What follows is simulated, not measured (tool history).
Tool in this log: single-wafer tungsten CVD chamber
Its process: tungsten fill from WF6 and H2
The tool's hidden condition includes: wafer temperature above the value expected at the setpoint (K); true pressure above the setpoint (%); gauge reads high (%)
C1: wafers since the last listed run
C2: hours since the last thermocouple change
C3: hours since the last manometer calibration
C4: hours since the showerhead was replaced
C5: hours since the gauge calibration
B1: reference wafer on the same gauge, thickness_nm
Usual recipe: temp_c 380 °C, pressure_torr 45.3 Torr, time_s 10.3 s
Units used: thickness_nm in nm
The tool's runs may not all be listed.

{"run": 1, "hour": 0.0, "temp_c": 376, "pressure_torr": 45.3, "time_s": 10.3, "C1": 0, "C2": 606.7, "C3": 1691.6, "C4": 7485.1, "C5": 198.9, "B1": 27.624, "thickness_nm": 22.769}
{"run": 2, "hour": 42.7, "temp_c": 380, "pressure_torr": 45.3, "time_s": 8.7, "C1": 1616, "C2": 649.4, "C3": 1734.3, "C4": 7527.8, "C5": 241.6, "B1": 27.605, "thickness_nm": 20.732}
{"run": 3, "hour": 55.5, "temp_c": 380, "pressure_torr": 45.3, "time_s": 8.7, "C1": 484, "C2": 662.2, "C3": 1747.1, "C4": 7540.6, "C5": 254.4, "B1": 27.587, "thickness_nm": 20.693}
{"run": 4, "hour": 68.1, "temp_c": 380, "pressure_torr": 45.3, "time_s": 9.0, "C1": 476, "C2": 674.8, "C3": 1759.7, "C4": 7553.2, "C5": 267.0, "B1": 27.591, "thickness_nm": 21.453}
{"run": 5, "hour": 86.1, "temp_c": 380, "pressure_torr": 45.3, "time_s": 9.0, "C1": 681, "C2": 692.8, "C3": 1777.7, "C4": 7571.2, "C5": 285.0, "B1": 27.603, "thickness_nm": 21.469}
{"run": 6, "hour": 107.3, "temp_c": 380, "pressure_torr": 45.3, "time_s": 11.3, "C1": 802, "C2": 714.0, "C3": 1798.9, "C4": 7592.4, "C5": 306.2, "B1": 27.629, "thickness_nm": 27.107}
{"run": 7, "hour": 140.3, "temp_c": 380, "pressure_torr": 45.3, "time_s": 11.3, "C1": 1249, "C2": 747.0, "C3": 1831.9, "C4": 7625.4, "C5": 339.2, "B1": 27.611, "thickness_nm": 27.082}
{"run": 8, "hour": 161.9, "temp_c": 380, "pressure_torr": 45.3, "time_s": 10.3, "C1": 817, "C2": 768.6, "C3": 1853.5, "C4": 7647.0, "C5": 360.8, "B1": 27.618, "thickness_nm": 24.553}
{"run": 9, "hour": 189.9, "temp_c": 380, "pressure_torr": 45.3, "time_s": 10.3, "C1": 1059, "C2": 796.6, "C3": 1881.5, "C4": 7675.0, "C5": 388.8, "B1": 27.614, "thickness_nm": 24.599}
{"run": 10, "hour": 217.9, "temp_c": 380, "pressure_torr": 37.0, "time_s": 10.3, "C1": 1059, "C2": 824.6, "C3": 1909.5, "C4": 7703.0, "C5": 416.8, "B1": 27.616, "thickness_nm": 22.527}
{"run": 11, "hour": 240.8, "temp_c": 370, "pressure_torr": 35.8, "time_s": 10.3, "C1": 866, "C2": 847.5, "C3": 1932.4, "C4": 7725.9, "C5": 439.7, "B1": 27.596, "thickness_nm": 18.568}
{"run": 12, "hour": 255.5, "temp_c": 380, "pressure_torr": 45.3, "time_s": 10.3, "C1": 556, "C2": 862.2, "C3": 1947.1, "C4": 7740.6, "C5": 454.4, "B1": 27.603, "thickness_nm": 24.556}
{"hour": 276.4, "done": "showerhead replaced"}
{"run": 13, "hour": 282.7, "temp_c": 380, "pressure_torr": 36.4, "time_s": 10.3, "C1": 726, "C2": 889.4, "C3": 1974.3, "C4": 6.3, "C5": 481.6, "B1": 27.607, "thickness_nm": 22.391}
{"hour": 301.0, "done": "gauge calibrated"}
{"run": 14, "hour": 318.5, "temp_c": 366, "pressure_torr": 45.3, "time_s": 10.3, "C1": 1355, "C2": 925.2, "C3": 2010.1, "C4": 42.1, "C5": 17.5, "B1": 27.597, "thickness_nm": 19.107}
{"run": 15, "hour": 334.6, "temp_c": 380, "pressure_torr": 36.8, "time_s": 10.3, "C1": 609, "C2": 941.3, "C3": 2026.2, "C4": 58.2, "C5": 33.6, "B1": 27.615, "thickness_nm": 22.568}
{"hour": 351.0, "done": "thermocouple changed; heater temperature recalibrated"}
{"run": 16, "hour": 366.8, "temp_c": 380, "pressure_torr": 45.3, "time_s": 10.3, "C1": 915, "C2": 15.8, "C3": 2058.4, "C4": 90.4, "C5": 65.8, "B1": 27.584, "thickness_nm": 23.569}
{"run": 17, "hour": 387.7, "temp_c": 385, "pressure_torr": 45.3, "time_s": 9.5, "C1": 791, "C2": 36.7, "C3": 2079.3, "C4": 111.3, "C5": 86.7, "B1": 27.611, "thickness_nm": 23.814}
{"run": 18, "hour": 400.5, "temp_c": 380, "pressure_torr": 36.0, "time_s": 11.6, "C1": 484, "C2": 49.5, "C3": 2092.1, "C4": 124.1, "C5": 99.5, "B1": 27.604, "thickness_nm": 24.115}
{"hour": 415.7, "done": "capacitance manometer re-zeroed and calibrated"}
{"run": 19, "hour": 484.2, "temp_c": 380, "pressure_torr": 54.7, "time_s": 10.3, "C1": 2865, "C2": 133.2, "C3": 68.5, "C4": 207.8, "C5": 183.2, "B1": 27.585, "thickness_nm": 26.053}
{"run": 20, "hour": 497.7, "temp_c": 374, "pressure_torr": 51.4, "time_s": 11.6, "C1": 510, "C2": 146.7, "C3": 82.0, "C4": 221.3, "C5": 196.7, "B1": 27.613, "thickness_nm": 25.738}
{"run": 21, "hour": 523.1, "temp_c": 393, "pressure_torr": 45.3, "time_s": 9.3, "C1": 961, "C2": 172.1, "C3": 107.4, "C4": 246.7, "C5": 222.1, "B1": 27.623, "thickness_nm": 27.271}

Run-by-run hidden state of the tool:
true pressure above the setpoint (%): 0 in every run
gauge reads high (%): 0 in every run
H1: wafer temperature above the value expected at the setpoint (K)
run=1 H1=2.18
run=2 H1=2.24
run=3 H1=2.25
run=4 H1=2.27
run=5 H1=2.29
run=6 H1=2.32
run=7 H1=2.35
run=8 H1=2.37
run=9 H1=2.4
run=10 H1=2.42
run=11 H1=2.44
run=12 H1=2.45
run=13 H1=2.47
run=14 H1=2.49
run=15 H1=2.5
run=16 H1=-0.00524
run=17 H1=0.161
run=18 H1=0.258
run=19 H1=0.813
run=20 H1=0.891
run=21 H1=1.03
